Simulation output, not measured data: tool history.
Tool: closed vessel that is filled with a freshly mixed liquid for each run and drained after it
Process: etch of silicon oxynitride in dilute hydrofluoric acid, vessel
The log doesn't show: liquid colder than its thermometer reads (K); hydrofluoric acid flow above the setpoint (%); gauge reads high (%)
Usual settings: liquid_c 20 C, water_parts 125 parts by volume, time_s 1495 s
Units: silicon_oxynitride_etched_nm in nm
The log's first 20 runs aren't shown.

run	hour	liquid_c	water_parts	time_s	wafers since the last listed run	hours since the thermometer was replaced	hours since the hydrofluoric acid flow meter was replaced	hours since the gauge calibration	read-back film thickness of the silicon oxynitride reference wafer, read on the same gauge (nm)	silicon_oxynitride_etched_nm
21	1592	20	125	1495	4331	869	711.6	936.4	110.01	27.4
22	1665.5	20	125	1495	3302	942.5	785.1	1009.9	109.98	27.19
23	1720.2	20	125	1495	2457	997.2	839.8	1064.6	109.99	27.39
24	1765.5	20	175	1495	2035	1042.5	885.1	1109.9	110.01	19.09
25	1828.7	23	145	945	2839	1105.7	948.3	1173.1	110.02	17.11
26	1915.3	20	160	1495	3891	1192.3	1034.9	1259.7	110.03	21.21
27	1977.8	20	80	730	2808	1254.8	1097.4	1322.2	109.98	21.53
28	2039.9	17	125	635	2790	1316.9	1159.5	1384.3	109.99	10.17
29	2116	20	125	2095	3419	1393	1235.6	1460.4	109.96	38.85
30	2155.1	24.5	110	1885	1756	1432.1	1274.7	1499.5	109.97	49.17
31	2244.8	17.5	70	1995	4030	1521.8	1364.4	1589.2	110.02	60.6
32	2314	20	125	1495	3109	1591	1433.6	1658.4	109.99	27.75

Forecast each of these 4 alternatives for the next run:
A	2315.1	20	125	1495	49	1592.1	1434.7	1659.5	?	?
B	2315.1	17.5	180	1070	49	1592.1	1434.7	1659.5	?	?
C	2315.1	20	70	1495	49	1592.1	1434.7	1659.5	?	?
D	2315.1	20	85	610	49	1592.1	1434.7	1659.5	?	?

run	read-back film thickness of the silicon oxynitride reference wafer, read on the same gauge (nm)	silicon_oxynitride_etched_nm
A	109.99	27.68
B	109.99	11.77
C	109.99	51.38
D	109.99	17.08
Without the tool's hidden state the same runs would have given:
run	silicon_oxynitride_etched_nm
A	26.89
B	11.43
C	49.96
D	16.61
